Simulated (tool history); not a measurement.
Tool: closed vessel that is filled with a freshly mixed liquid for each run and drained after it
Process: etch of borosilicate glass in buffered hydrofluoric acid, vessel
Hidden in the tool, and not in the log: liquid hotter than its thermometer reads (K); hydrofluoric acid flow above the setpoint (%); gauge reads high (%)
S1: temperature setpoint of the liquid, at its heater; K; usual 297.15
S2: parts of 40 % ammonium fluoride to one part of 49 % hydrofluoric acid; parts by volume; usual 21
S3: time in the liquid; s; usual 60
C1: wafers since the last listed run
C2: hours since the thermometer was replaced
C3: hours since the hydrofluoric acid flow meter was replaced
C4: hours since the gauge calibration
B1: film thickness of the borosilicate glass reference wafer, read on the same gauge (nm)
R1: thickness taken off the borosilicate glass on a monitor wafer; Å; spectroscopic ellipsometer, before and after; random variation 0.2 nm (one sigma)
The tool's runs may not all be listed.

run	hour	S1	S2	S3	C1	C2	C3	C4	B1	R1
1	0	297.15	21	60	0	357.9	1008	469.4	70	364.2
2	211.3	297.15	21	60	24019	569.2	1219.3	680.7	70.01	364.4
# hour 243: thermometer replaced
3	263.1	297.15	25.5	60	5774	20.1	1271.1	732.5	70	320.2
4	353.5	297.15	21	60	10276	110.5	1361.5	822.9	70	364.5
5	419.2	297.15	21	60	7468	176.2	1427.2	888.6	70.01	367.6
6	472.8	297.15	21	60	6093	229.8	1480.8	942.2	70.01	364.4
7	516	297.15	21	60	4910	273	1524	985.4	70	362
8	617	299.15	21	60	11481	374	1625	1086.4	70.02	410
# hour 632.5: hydrofluoric acid flow meter replaced
9	703.5	299.15	21	60	9719	460.5	71	1172.9	70.01	408.4
10	792.2	299.15	21	60	10083	549.2	159.7	1261.6	69.99	408.1
# hour 831.2: thermometer replaced
11	884.5	300.65	15.5	40	10378	53.3	252	1353.9	70	388.4
12	935.6	297.15	21	60	5808	104.4	303.1	1405	70	366.3
13	980.4	300.65	18	30	5092	149.2	347.9	1449.8	70	252.8
14	1023.1	297.15	21	75	4853	191.9	390.6	1492.5	70	457.1
# hour 1117.1: gauge calibrated
15	1262.5	295.65	25	90	27213	431.3	630	145.4	70	446.3
# hour 1290.4: thermometer replaced
16	1366.1	301.15	28.5	30	11663	75.7	733.6	249	69.99	184.7
17	1408.4	297.15	21	60	4808	118	775.9	291.3	70	364.3
18	1479.6	297.15	26.5	60	8093	189.2	847.1	362.5	70.01	310.4
19	1577.5	299.15	29.5	30	11128	287.1	945	460.4	70.01	161
20	1663.6	301.15	25.5	40	9787	373.2	1031.1	546.5	70	264.3
21	1740.3	300.15	21	60	8718	449.9	1107.8	623.2	69.99	433

Hidden state at the last listed run before each entry between runs and at the first one after, where it differs:
Between runs 2 and 3: thermometer replaced (hour 243)
  no hidden state differs between the two runs
Between runs 8 and 9: hydrofluoric acid flow meter replaced (hour 632.5)
  no hidden state differs between the two runs
Between runs 10 and 11: thermometer replaced (hour 831.2)
  no hidden state differs between the two runs
Between runs 14 and 15: gauge calibrated (hour 1117.1)
  no hidden state differs between the two runs
Between runs 15 and 16: thermometer replaced (hour 1290.4)
  no hidden state differs between the two runs
